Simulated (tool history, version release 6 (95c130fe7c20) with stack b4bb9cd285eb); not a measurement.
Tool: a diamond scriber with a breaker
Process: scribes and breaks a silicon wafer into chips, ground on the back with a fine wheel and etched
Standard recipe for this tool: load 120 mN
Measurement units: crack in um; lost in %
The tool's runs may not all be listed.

run   hour  load  incoming depth of the damage left on the back of the incoming wafer, um  crack  lost
  1    0.0   101                                                                     0.55   8.58  3.52
  2   13.3   101                                                                     0.46   8.73  3.49
  3   28.6   101                                                                     0.34   8.63  3.44
  4   46.1    97                                                                     0.65   8.27  4.68
  5   75.5    97                                                                     0.30   8.23  4.80
  6   90.4    97                                                                     0.41   8.51  4.71
     116.6  -- load on the tip recalibrated
  7  122.3   120                                                                     0.47   9.47  0.99
  8  137.2    95                                                                     0.41   8.36  5.45
  9  167.3   105                                                                     0.34   8.82  2.31
     171.2  -- diamond tip replaced by a new one
 10  181.1    86                                                                     0.32   7.69  9.67
 11  199.9    96                                                                     0.32   8.19  5.15
 12  215.1   104                                                                     0.64   8.87  2.56
 13  228.3   120                                                                     0.68   9.61  1.11
 14  244.2   137                                                                     0.73  10.24  2.48
 15  261.3   145                                                                     0.64  10.87  4.20
 16  286.6   133                                                                     0.34  10.00  1.90
 17  304.3   140                                                                     0.43  10.44  3.01

Forecast each of these 4 alternatives for the next run:
  A  304.8   136                                                                     0.66      ?     ?
  B  304.8   111                                                                     0.66      ?     ?
  C  304.8    85                                                                     0.66      ?     ?
  D  304.8   143                                                                     0.66      ?     ?

run  crack   lost
  A  10.46   2.37
  B   9.18   1.56
  C   7.75  10.63
  D  10.80   3.65
The same runs, with their run-to-run variation unchanged, on a tool lacking any hidden condition would have given:
run  crack   lost
  A  10.46   2.37
  B   9.18   1.56
  C   7.75  10.63
  D  10.80   3.65
